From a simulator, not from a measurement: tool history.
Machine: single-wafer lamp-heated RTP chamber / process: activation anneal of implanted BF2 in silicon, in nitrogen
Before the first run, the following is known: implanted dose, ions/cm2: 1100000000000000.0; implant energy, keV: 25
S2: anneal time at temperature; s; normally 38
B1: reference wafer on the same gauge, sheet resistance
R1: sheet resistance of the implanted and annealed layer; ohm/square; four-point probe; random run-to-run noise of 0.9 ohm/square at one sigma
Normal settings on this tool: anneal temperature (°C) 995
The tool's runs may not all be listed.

{"run": 1, "hour": 0.0, "anneal temperature (°C)": 995, "S2": 38, "B1": 142.02, "R1": 146.15}
{"hour": 8.3, "done": "pyrometer window cleaned and pyrometer calibrated"}
{"run": 2, "hour": 59.9, "anneal temperature (°C)": 995, "S2": 38, "B1": 141.9, "R1": 142.5}
{"run": 3, "hour": 97.7, "anneal temperature (°C)": 995, "S2": 38, "B1": 141.74, "R1": 142.84}
{"run": 4, "hour": 190.4, "anneal temperature (°C)": 982, "S2": 24, "B1": 142.03, "R1": 166.95}
{"hour": 253.0, "done": "reflector plate cleaned"}
{"run": 5, "hour": 281.3, "anneal temperature (°C)": 995, "S2": 38, "B1": 142.18, "R1": 150.53}
{"hour": 411.3, "done": "pyrometer window cleaned and pyrometer calibrated"}
{"run": 6, "hour": 472.8, "anneal temperature (°C)": 1018, "S2": 38, "B1": 141.88, "R1": 127.07}
{"run": 7, "hour": 515.4, "anneal temperature (°C)": 1018, "S2": 38, "B1": 141.95, "R1": 126.58}
{"run": 8, "hour": 555.3, "anneal temperature (°C)": 1018, "S2": 38, "B1": 141.95, "R1": 127.47}
{"hour": 612.3, "done": "reflector plate cleaned"}
{"run": 9, "hour": 612.8, "anneal temperature (°C)": 995, "S2": 47, "B1": 142.2, "R1": 147.71}
{"run": 10, "hour": 685.8, "anneal temperature (°C)": 995, "S2": 47, "B1": 142.14, "R1": 143.8}
{"hour": 713.1, "done": "pyrometer window cleaned and pyrometer calibrated"}
{"run": 11, "hour": 771.2, "anneal temperature (°C)": 995, "S2": 23, "B1": 142.0, "R1": 154.03}
{"run": 12, "hour": 815.7, "anneal temperature (°C)": 995, "S2": 23, "B1": 142.16, "R1": 154.26}
{"hour": 969.2, "done": "reflector plate cleaned"}
{"hour": 1030.4, "done": "pyrometer window cleaned and pyrometer calibrated"}
{"run": 13, "hour": 1076.8, "anneal temperature (°C)": 995, "S2": 38, "B1": 142.07, "R1": 145.03}
{"hour": 1114.1, "done": "gauge calibrated"}
{"run": 14, "hour": 1129.6, "anneal temperature (°C)": 995, "S2": 38, "B1": 142.05, "R1": 145.61}
{"run": 15, "hour": 1199.5, "anneal temperature (°C)": 1019, "S2": 28, "B1": 141.78, "R1": 130.64}
{"run": 16, "hour": 1284.5, "anneal temperature (°C)": 978, "S2": 32, "B1": 141.66, "R1": 165.32}
{"run": 17, "hour": 1339.9, "anneal temperature (°C)": 985, "S2": 19, "B1": 141.97, "R1": 167.75}
{"hour": 1369.0, "done": "reflector plate cleaned"}
{"run": 18, "hour": 1378.1, "anneal temperature (°C)": 995, "S2": 21, "B1": 141.81, "R1": 162.34}
{"hour": 1419.4, "done": "pyrometer window cleaned and pyrometer calibrated"}
{"run": 19, "hour": 1419.9, "anneal temperature (°C)": 977, "S2": 31, "B1": 142.1, "R1": 172.54}
{"run": 20, "hour": 1508.3, "anneal temperature (°C)": 975, "S2": 52, "B1": 142.13, "R1": 158.99}
{"run": 21, "hour": 1551.5, "anneal temperature (°C)": 976, "S2": 23, "B1": 142.1, "R1": 176.51}
{"run": 22, "hour": 1642.8, "anneal temperature (°C)": 980, "S2": 25, "B1": 141.95, "R1": 169.96}
{"run": 23, "hour": 1679.1, "anneal temperature (°C)": 995, "S2": 38, "B1": 142.05, "R1": 143.06}
{"hour": 1692.6, "done": "reflector plate cleaned"}
{"run": 24, "hour": 1761.2, "anneal temperature (°C)": 970, "S2": 31, "B1": 142.27, "R1": 178.85}

Below, each run's measurement less what the same run would have read without the hidden state. Both values contain the same run-to-run variation, but the gauge's scatter may not be the same in both:
What the log doesn't record here: true wafer temperature minus pyrometer reading, K; wafer temperature error from the tarnished reflector plate, K; gauge reads high (%).
run=1 R1=-6.51
run=2 R1=-7.50
run=3 R1=-8.01
run=4 R1=-11.05
run=5 R1=-2.71
run=6 R1=-4.99
run=7 R1=-5.20
run=8 R1=-5.40
run=9 R1=-0.69
run=10 R1=-4.24
run=11 R1=-7.30
run=12 R1=-8.04
run=13 R1=-5.36
run=14 R1=-6.56
run=15 R1=-4.98
run=16 R1=-10.43
run=17 R1=-9.96
run=18 R1=-2.16
run=19 R1=-5.56
run=20 R1=-9.44
run=21 R1=-10.13
run=22 R1=-11.06
run=23 R1=-8.68
run=24 R1=-7.39
